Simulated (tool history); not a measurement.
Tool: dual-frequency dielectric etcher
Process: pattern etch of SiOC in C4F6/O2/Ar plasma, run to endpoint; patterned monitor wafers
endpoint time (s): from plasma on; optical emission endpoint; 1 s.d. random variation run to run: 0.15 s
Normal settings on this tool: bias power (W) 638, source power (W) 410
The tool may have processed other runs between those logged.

run,hour,bias power (W),source power (W),"incoming incoming film thickness, nm",endpoint time (s)
1,0,638,410,51.1,17.7
2,69.9,638,410,51,17.5
3,148.4,734,490,51.3,15.3
4,244.2,638,410,51.4,18.1
5,299.4,638,410,50.8,17.7
6,398.6,638,410,51.4,18.1
7,468.6,638,410,51.3,18.4
8,574.3,638,410,51,18.3
# hour 602.3: wet clean of the chamber
9,660.5,638,410,51.2,17.6
10,713.3,638,410,51.3,18
# hour 808.9: upper electrode replaced
11,809.4,638,410,52,18.3
12,901.1,638,410,51.1,18.1
13,947.5,638,410,51.3,18.3
14,1052.2,638,410,51.3,18.3
# hour 1109.3: wet clean of the chamber
15,1109.8,638,410,51.2,17.5
16,1154.6,707,330,50.8,18.3
17,1259.3,763,410,51,16.3
# hour 1341.5: source power generator calibrated
18,1351.3,768,350,51.1,17.6
19,1400.8,789,480,51.2,15.1
20,1451.6,743,480,51.3,15.4
21,1489,638,410,51.7,18.4
22,1559.6,686,460,51.4,16.8
# hour 1640.7: wet clean of the chamber
23,1641.2,515,330,51.4,21.8
24,1682.7,776,450,51.5,15.1
25,1762,711,490,51.4,15.3
26,1835.1,638,410,51,17.6
27,1891.4,568,320,51.6,22
# hour 1956.2: bias power generator calibrated
28,1964.1,568,320,51.4,21.7
29,2057.5,595,410,51.1,18.5
30,2140.2,638,470,51.5,17
31,2219.5,580,380,51.6,19.8
# hour 2300.3: wet clean of the chamber
32,2377.4,638,410,51.9,17.8
33,2433.1,638,410,50.8,17.6
34,2476.9,638,410,51.1,17.8
35,2562.4,765,370,51.5,17.2

For each run, the measured value with the value that run would have given without the tool's hidden condition subtracted. The run-to-run variation is shared by both, the gauge scatter possibly not:
Hidden state present: etch rate over this chamber's usual, %; bias power that arrives over what is set, %; source power that arrives over what is set, %.
run,endpoint time (s)
1,+0.1
2,+0.2
3,+0.2
4,+0.5
5,+0.5
6,+0.7
7,+0.8
8,+1
9,+0.3
10,+0.4
11,+0.6
12,+0.7
13,+0.8
14,+1
15,+0
16,+0.2
17,+0.3
18,+0.5
19,+0.5
20,+0.5
21,+0.7
22,+0.8
23,-0.2
24,-0.1
25,+0.1
26,+0.1
27,+0.3
28,+0.4
29,+0.5
30,+0.6
31,+0.9
32,+0.2
33,+0.3
34,+0.3
35,+0.4
